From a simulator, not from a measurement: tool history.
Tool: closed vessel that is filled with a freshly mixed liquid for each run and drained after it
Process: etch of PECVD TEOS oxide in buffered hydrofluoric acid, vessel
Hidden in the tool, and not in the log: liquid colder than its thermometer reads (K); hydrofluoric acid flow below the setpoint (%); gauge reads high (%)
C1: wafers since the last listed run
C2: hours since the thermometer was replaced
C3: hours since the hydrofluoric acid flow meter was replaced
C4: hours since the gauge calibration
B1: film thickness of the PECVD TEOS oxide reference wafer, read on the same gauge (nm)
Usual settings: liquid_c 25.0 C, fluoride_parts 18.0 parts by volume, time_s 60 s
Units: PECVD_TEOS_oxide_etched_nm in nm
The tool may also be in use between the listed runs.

Run 1, day 0.000: usual settings; C1 0; C2 1692.5; C3 1616.9; C4 611.7; B1 80.00. Result: PECVD_TEOS_oxide_etched_nm 76.49 nm.
Run 2, day 1.842: usual settings; C1 3249; C2 1736.7; C3 1661.1; C4 655.9; B1 79.98. Result: PECVD_TEOS_oxide_etched_nm 75.29 nm.
Run 3, day 3.246: usual settings; C1 2477; C2 1770.4; C3 1694.8; C4 689.6; B1 80.02. Result: PECVD_TEOS_oxide_etched_nm 76.95 nm.
Run 4, day 5.392: usual settings; C1 3786; C2 1821.9; C3 1746.3; C4 741.1; B1 80.01. Result: PECVD_TEOS_oxide_etched_nm 76.29 nm.
Run 5, day 8.262: usual settings; C1 5065; C2 1890.8; C3 1815.2; C4 810.0; B1 79.96. Result: PECVD_TEOS_oxide_etched_nm 76.70 nm.
Run 6, day 9.283: usual settings; C1 1801; C2 1915.3; C3 1839.7; C4 834.5; B1 80.00. Result: PECVD_TEOS_oxide_etched_nm 74.31 nm.
Run 7, day 10.746: usual settings; C1 2580; C2 1950.4; C3 1874.8; C4 869.6; B1 79.98. Result: PECVD_TEOS_oxide_etched_nm 74.28 nm.
Run 8, day 12.675: usual settings; C1 3403; C2 1996.7; C3 1921.1; C4 915.9; B1 80.02. Result: PECVD_TEOS_oxide_etched_nm 75.39 nm.
Run 9, day 15.196: usual settings; C1 4447; C2 2057.2; C3 1981.6; C4 976.4; B1 80.02. Result: PECVD_TEOS_oxide_etched_nm 76.03 nm.
Run 10, day 16.442: usual settings but fluoride_parts 19.5 parts by volume; C1 2198; C2 2087.1; C3 2011.5; C4 1006.3; B1 80.02. Result: PECVD_TEOS_oxide_etched_nm 70.35 nm.
At day 18.300: gauge calibrated.
Run 11, day 19.408: usual settings but fluoride_parts 19.5 parts by volume; C1 5234; C2 2158.3; C3 2082.7; C4 26.6; B1 80.03. Result: PECVD_TEOS_oxide_etched_nm 71.37 nm.
At day 19.888: hydrofluoric acid flow meter replaced.
Run 12, day 21.946: usual settings but fluoride_parts 19.5 parts by volume; C1 4403; C2 2219.2; C3 49.4; C4 87.5; B1 79.99. Result: PECVD_TEOS_oxide_etched_nm 66.85 nm.
Run 13, day 23.188: usual settings but liquid_c 26.5 C, fluoride_parts 22.0 parts by volume; C1 2190; C2 2249.0; C3 79.2; C4 117.3; B1 80.00. Result: PECVD_TEOS_oxide_etched_nm 66.26 nm.
At day 25.071: thermometer replaced.
Run 14, day 25.175: usual settings but liquid_c 26.0 C; C1 3433; C2 2.5; C3 126.9; C4 165.0; B1 79.99. Result: PECVD_TEOS_oxide_etched_nm 73.96 nm.
Run 15, day 27.392: usual settings; C1 3911; C2 55.7; C3 180.1; C4 218.2; B1 80.02. Result: PECVD_TEOS_oxide_etched_nm 70.13 nm.
At day 27.754: hydrofluoric acid flow meter replaced, repeated, since the last time left the tool worse.
Run 16, day 29.646: usual settings but fluoride_parts 14.0 parts by volume, time_s 95 s; C1 3903; C2 109.8; C3 45.4; C4 272.3; B1 79.99. Result: PECVD_TEOS_oxide_etched_nm 163.31 nm.
Run 17, day 31.342: usual settings; C1 2992; C2 150.5; C3 86.1; C4 313.0; B1 79.96. Result: PECVD_TEOS_oxide_etched_nm 81.28 nm.
Run 18, day 32.996: usual settings; C1 2918; C2 190.2; C3 125.8; C4 352.7; B1 80.02. Result: PECVD_TEOS_oxide_etched_nm 81.52 nm.
Run 19, day 35.100: usual settings but liquid_c 22.5 C, time_s 30 s; C1 3712; C2 240.7; C3 176.3; C4 403.2; B1 80.01. Result: PECVD_TEOS_oxide_etched_nm 35.20 nm.
Run 20, day 36.488: usual settings but time_s 40 s; C1 2448; C2 274.0; C3 209.6; C4 436.5; B1 80.01. Result: PECVD_TEOS_oxide_etched_nm 54.08 nm.
Run 21, day 37.725: usual settings but fluoride_parts 11.0 parts by volume, time_s 75 s; C1 2183; C2 303.7; C3 239.3; C4 466.2; B1 80.03. Result: PECVD_TEOS_oxide_etched_nm 164.08 nm.
Run 22, day 38.771: usual settings but liquid_c 22.0 C, time_s 50 s; C1 1845; C2 328.8; C3 264.4; C4 491.3; B1 79.97. Result: PECVD_TEOS_oxide_etched_nm 57.18 nm.
Run 23, day 41.592: usual settings but liquid_c 27.5 C, fluoride_parts 13.0 parts by volume, time_s 90 s; C1 4977; C2 396.5; C3 332.1; C4 559.0; B1 79.97. Result: PECVD_TEOS_oxide_etched_nm 189.50 nm.
Run 24, day 44.562: usual settings but fluoride_parts 12.0 parts by volume, time_s 30 s; C1 5241; C2 467.8; C3 403.4; C4 630.3; B1 79.98. Result: PECVD_TEOS_oxide_etched_nm 60.32 nm.
Run 25, day 46.079: usual settings but liquid_c 22.5 C; C1 2676; C2 504.2; C3 439.8; C4 666.7; B1 80.00. Result: PECVD_TEOS_oxide_etched_nm 69.16 nm.
Run 26, day 47.462: usual settings; C1 2440; C2 537.4; C3 473.0; C4 699.9; B1 80.00. Result: PECVD_TEOS_oxide_etched_nm 79.03 nm.
Run 27, day 49.117: usual settings but liquid_c 27.5 C, fluoride_parts 13.0 parts by volume, time_s 90 s; C1 2918; C2 577.1; C3 512.7; C4 739.6; B1 80.01. Result: PECVD_TEOS_oxide_etched_nm 187.72 nm.
Run 28, day 51.458: usual settings but liquid_c 29.0 C; C1 4131; C2 633.3; C3 568.9; C4 795.8; B1 80.03. Result: PECVD_TEOS_oxide_etched_nm 96.30 nm.
Run 29, day 53.404: usual settings; C1 3433; C2 680.0; C3 615.6; C4 842.5; B1 80.00. Result: PECVD_TEOS_oxide_etched_nm 79.53 nm.
Run 30, day 54.738: usual settings but fluoride_parts 13.5 parts by volume; C1 2352; C2 712.0; C3 647.6; C4 874.5; B1 80.02. Result: PECVD_TEOS_oxide_etched_nm 104.10 nm.
Run 31, day 57.450: usual settings but time_s 70 s; C1 4786; C2 777.1; C3 712.7; C4 939.6; B1 80.00. Result: PECVD_TEOS_oxide_etched_nm 91.35 nm.
At day 58.708: gauge calibrated.
Run 32, day 58.825: usual settings but liquid_c 22.0 C, fluoride_parts 22.0 parts by volume, time_s 90 s; C1 2426; C2 810.1; C3 745.7; C4 2.8; B1 79.97. Result: PECVD_TEOS_oxide_etched_nm 86.03 nm.

5 ways to go on from here, each from the tool as it stands after run 32. What would each give?
Run A, day 58.854: usual settings; C1 51; C2 810.8; C3 746.4; C4 3.5; B1 ?. Result: PECVD_TEOS_oxide_etched_nm ?.
Run B, day 58.854: usual settings but time_s 75 s; C1 51; C2 810.8; C3 746.4; C4 3.5; B1 ?. Result: PECVD_TEOS_oxide_etched_nm ?.
Run C, day 58.854: usual settings but time_s 90 s; C1 51; C2 810.8; C3 746.4; C4 3.5; B1 ?. Result: PECVD_TEOS_oxide_etched_nm ?.
Run D, day 58.854: usual settings but liquid_c 29.5 C, fluoride_parts 21.0 parts by volume, time_s 30 s; C1 51; C2 810.8; C3 746.4; C4 3.5; B1 ?. Result: PECVD_TEOS_oxide_etched_nm ?.
Run E, day 58.854: usual settings but time_s 45 s; C1 51; C2 810.8; C3 746.4; C4 3.5; B1 ?. Result: PECVD_TEOS_oxide_etched_nm ?.

run     B1  PECVD_TEOS_oxide_etched_nm
  A  80.00                       79.08
  B  80.00                       98.85
  C  80.00                      118.62
  D  80.00                       44.39
  E  80.00                       59.31
Without the tool's hidden state the same runs would have given:
run  PECVD_TEOS_oxide_etched_nm
  A                       82.09
  B                      102.61
  C                      123.13
  D                       45.55
  E                       61.56
